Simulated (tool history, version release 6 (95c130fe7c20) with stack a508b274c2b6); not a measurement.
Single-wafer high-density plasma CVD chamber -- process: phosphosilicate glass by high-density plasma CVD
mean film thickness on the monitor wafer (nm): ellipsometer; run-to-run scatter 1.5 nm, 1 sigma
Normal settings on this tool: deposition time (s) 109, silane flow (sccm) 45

run    hour  deposition time (s)  silane flow (sccm)  read-back reference wafer on the same gauge, thickness_nm  mean film thickness on the monitor wafer (nm)
  1       0                  109                  45                                                    598.255                                        486.541
  2    56.6                  109                  45                                                    598.215                                         483.15
  3   138.7                  109                  45                                                    597.621                                         486.03
      184.4  -- gauge calibrated
  4     243                  109                  45                                                    597.565                                        482.338
  5   318.1                  109                  45                                                    597.972                                        482.566
  6   416.2                  109                  39                                                    598.297                                        417.699
      488.1  -- silane flow controller replaced
  7     492                  109                  45                                                    598.196                                        504.876
  8   705.1                  109                  45                                                    597.856                                        504.891
  9   750.7                  109                  45                                                    598.399                                        500.724
 10   828.8                  109                  36                                                    598.022                                        402.663
 11   908.5                   91                  43                                                    598.632                                        398.281
      942.3  -- gauge calibrated
 12     983                  121                  48                                                    598.181                                        592.027
 13    1068                  125                  38                                                    597.979                                        482.255
 14  1146.9                   93                  45                                                    598.234                                        426.745
 15  1200.3                   95                  41                                                    598.395                                        394.557
 16  1287.3                   89                  45                                                    597.976                                        404.642

What was the tool's hidden state at every run in the log?
gauge reads high (%): 0 on each run
H1: delivered silane flow above the setpoint (%)
run      H1
  1   -4.75
  2   -4.87
  3   -5.04
  4   -5.26
  5   -5.41
  6   -5.62
  7  -0.747
  8   -1.19
  9   -1.28
 10   -1.45
 11   -1.61
 12   -1.77
 13   -1.94
 14   -2.11
 15   -2.22
 16    -2.4

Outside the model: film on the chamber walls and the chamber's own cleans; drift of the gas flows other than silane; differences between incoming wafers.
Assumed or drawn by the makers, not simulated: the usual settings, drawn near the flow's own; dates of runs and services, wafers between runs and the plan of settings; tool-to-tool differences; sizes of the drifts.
